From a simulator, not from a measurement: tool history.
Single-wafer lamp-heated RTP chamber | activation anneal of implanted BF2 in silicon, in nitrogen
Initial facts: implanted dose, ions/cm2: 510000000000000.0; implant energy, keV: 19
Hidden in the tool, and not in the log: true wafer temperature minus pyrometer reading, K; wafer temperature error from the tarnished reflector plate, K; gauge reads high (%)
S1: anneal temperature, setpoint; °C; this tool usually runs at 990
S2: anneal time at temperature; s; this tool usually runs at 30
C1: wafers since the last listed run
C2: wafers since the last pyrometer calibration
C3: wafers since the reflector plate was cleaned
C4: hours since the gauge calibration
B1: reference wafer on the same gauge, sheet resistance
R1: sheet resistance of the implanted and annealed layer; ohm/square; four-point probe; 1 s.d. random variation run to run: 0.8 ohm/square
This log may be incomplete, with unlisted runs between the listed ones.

run,hour,S1,S2,C1,C2,C3,C4,B1,R1
1,0.0,983,30,0,3727,3275,2067.2,255.02,276.80
2,36.7,990,25,556,4283,3832,2103.9,255.34,274.09
3,86.5,990,25,755,5038,4587,2153.7,254.78,273.19
4,144.5,990,25,879,5918,5466,2211.7,255.24,275.70
5,220.7,970,40,1155,7073,6622,2287.9,255.12,284.77
# hour 244.5: pyrometer window cleaned and pyrometer calibrated
6,253.5,990,30,376,136,6998,2320.7,255.20,271.43
# hour 277.6: reflector plate cleaned
7,315.6,990,30,820,956,575,2382.8,255.08,271.33
8,345.8,990,30,457,1414,1033,2413.0,255.25,271.13
9,402.2,990,30,855,2269,1888,2469.4,255.02,272.47
10,440.9,990,30,586,2856,2475,2508.1,255.11,271.50
11,483.4,998,30,644,3501,3120,2550.6,254.90,265.43
# hour 528.8: gauge calibrated
12,555.3,998,30,1090,4591,4210,26.5,255.10,266.76
13,618.7,990,25,961,5552,5171,89.9,254.89,273.53
14,682.2,990,18,962,6515,6134,153.4,254.53,277.85
# hour 723.8: pyrometer window cleaned and pyrometer calibrated
15,729.9,998,30,601,93,6736,201.1,255.21,267.18
# hour 762.7: reflector plate cleaned
16,782.6,1006,21,677,771,302,253.8,254.90,265.56
17,836.3,999,46,814,1585,1116,307.5,255.04,260.48
18,860.7,1003,18,369,1955,1486,331.9,255.04,270.69
19,919.1,990,30,885,2840,2371,390.3,254.92,271.02
20,957.3,975,30,579,3420,2951,428.5,254.77,284.64
21,996.7,990,30,597,4017,3548,467.9,254.50,270.46
22,1044.0,970,16,717,4734,4265,515.2,254.97,303.68
23,1085.6,962,30,630,5365,4896,556.8,255.51,301.86
24,1123.2,979,37,570,5935,5466,594.4,254.95,277.39
25,1191.3,967,37,1032,6968,6499,662.5,254.95,290.89
26,1236.7,990,30,688,7656,7187,707.9,255.06,271.47
# hour 1253.9: pyrometer window cleaned and pyrometer calibrated
# hour 1255.1: reflector plate cleaned
27,1263.9,990,36,273,133,133,735.1,254.94,268.89
28,1310.0,1011,46,699,832,832,781.2,255.37,255.09
29,1434.7,978,13,1890,2723,2723,905.9,254.88,297.28
30,1479.1,990,47,673,3396,3396,950.3,254.95,266.54
31,1505.5,978,30,400,3796,3796,976.7,254.88,281.78
32,1538.1,980,30,494,4291,4291,1009.3,255.20,281.10
33,1596.5,1019,30,885,5176,5176,1067.7,255.01,255.63
34,1625.0,965,40,432,5608,5608,1096.2,255.19,288.96
35,1659.0,990,24,515,6124,6124,1130.2,255.30,274.77
# hour 1733.9: pyrometer window cleaned and pyrometer calibrated
36,1747.3,974,30,1217,203,7342,1218.5,254.99,287.07
# hour 1763.9: reflector plate cleaned
37,1808.1,990,30,800,1003,670,1279.3,255.32,272.51

For each run, what was the tool's unlogged condition?
true wafer temperature minus pyrometer reading, K: 0 at every run
wafer temperature error from the tarnished reflector plate, K: 0 at every run
gauge reads high (%): 0 at every run
